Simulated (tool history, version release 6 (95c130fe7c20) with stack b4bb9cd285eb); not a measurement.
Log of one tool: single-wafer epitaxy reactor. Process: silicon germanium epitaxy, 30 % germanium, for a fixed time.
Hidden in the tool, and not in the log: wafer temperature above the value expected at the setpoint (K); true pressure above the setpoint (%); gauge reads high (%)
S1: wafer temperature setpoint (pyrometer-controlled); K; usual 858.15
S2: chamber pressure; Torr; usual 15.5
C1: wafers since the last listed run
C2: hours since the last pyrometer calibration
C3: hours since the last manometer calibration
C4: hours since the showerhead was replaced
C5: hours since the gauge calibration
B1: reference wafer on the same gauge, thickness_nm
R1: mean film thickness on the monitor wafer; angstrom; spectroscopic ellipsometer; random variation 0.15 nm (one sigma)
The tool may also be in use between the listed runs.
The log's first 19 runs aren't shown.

run,hour,S1,S2,C1,C2,C3,C4,C5,B1,R1
20,1683.4,867.15,15.5,861,98.5,257.2,1304.7,3501.2,43.381,496.36
# hour 1686.9: gauge calibrated
21,1755.9,858.15,15.5,1262,171.0,329.7,1377.2,69.0,43.444,405.47
22,1816.6,858.15,15.5,1056,231.7,390.4,1437.9,129.7,43.376,402.64
23,1872.7,854.15,13.8,976,287.8,446.5,1494.0,185.8,43.451,347.63
24,2047.8,858.15,15.5,3048,462.9,621.6,1669.1,360.9,43.407,400.46
25,2113.3,858.15,14.3,1140,528.4,687.1,1734.6,426.4,43.356,383.39
26,2170.9,858.15,18.0,1002,586.0,744.7,1792.2,484.0,43.445,432.17
27,2244.2,858.15,13.2,1276,659.3,818.0,1865.5,557.3,43.358,366.00
# hour 2253.3: capacitance manometer re-zeroed and calibrated
28,2341.2,867.15,12.8,1549,756.3,87.9,1962.5,654.3,43.424,450.47
29,2380.9,849.15,12.5,691,796.0,127.6,2002.2,694.0,43.378,302.98
30,2486.9,858.15,15.5,1845,902.0,233.6,2108.2,800.0,43.483,408.59
31,2553.5,858.15,13.1,1159,968.6,300.2,2174.8,866.6,43.368,373.44
32,2594.6,858.15,15.5,715,1009.7,341.3,2215.9,907.7,43.391,407.34
33,2665.9,858.15,18.3,1241,1081.0,412.6,2287.2,979.0,43.344,439.96
34,2772.4,846.15,12.3,1854,1187.5,519.1,2393.7,1085.5,43.421,275.46

5 ways to go on from here, each from the tool as it stands after run 34. What would each give?
A,2772.8,858.15,15.5,6,1187.9,519.5,2394.1,1085.9,?,?
B,2772.8,866.15,11.8,6,1187.9,519.5,2394.1,1085.9,?,?
C,2772.8,844.15,17.2,6,1187.9,519.5,2394.1,1085.9,?,?
D,2772.8,866.15,15.5,6,1187.9,519.5,2394.1,1085.9,?,?
E,2772.8,858.15,18.1,6,1187.9,519.5,2394.1,1085.9,?,?

run,B1,R1
A,43.349,401.28
B,43.349,412.53
C,43.349,310.72
D,43.349,475.95
E,43.349,433.25
Without the tool's hidden state the same runs would have given:
run,R1
A,409.90
B,421.39
C,317.39
D,486.18
E,442.56

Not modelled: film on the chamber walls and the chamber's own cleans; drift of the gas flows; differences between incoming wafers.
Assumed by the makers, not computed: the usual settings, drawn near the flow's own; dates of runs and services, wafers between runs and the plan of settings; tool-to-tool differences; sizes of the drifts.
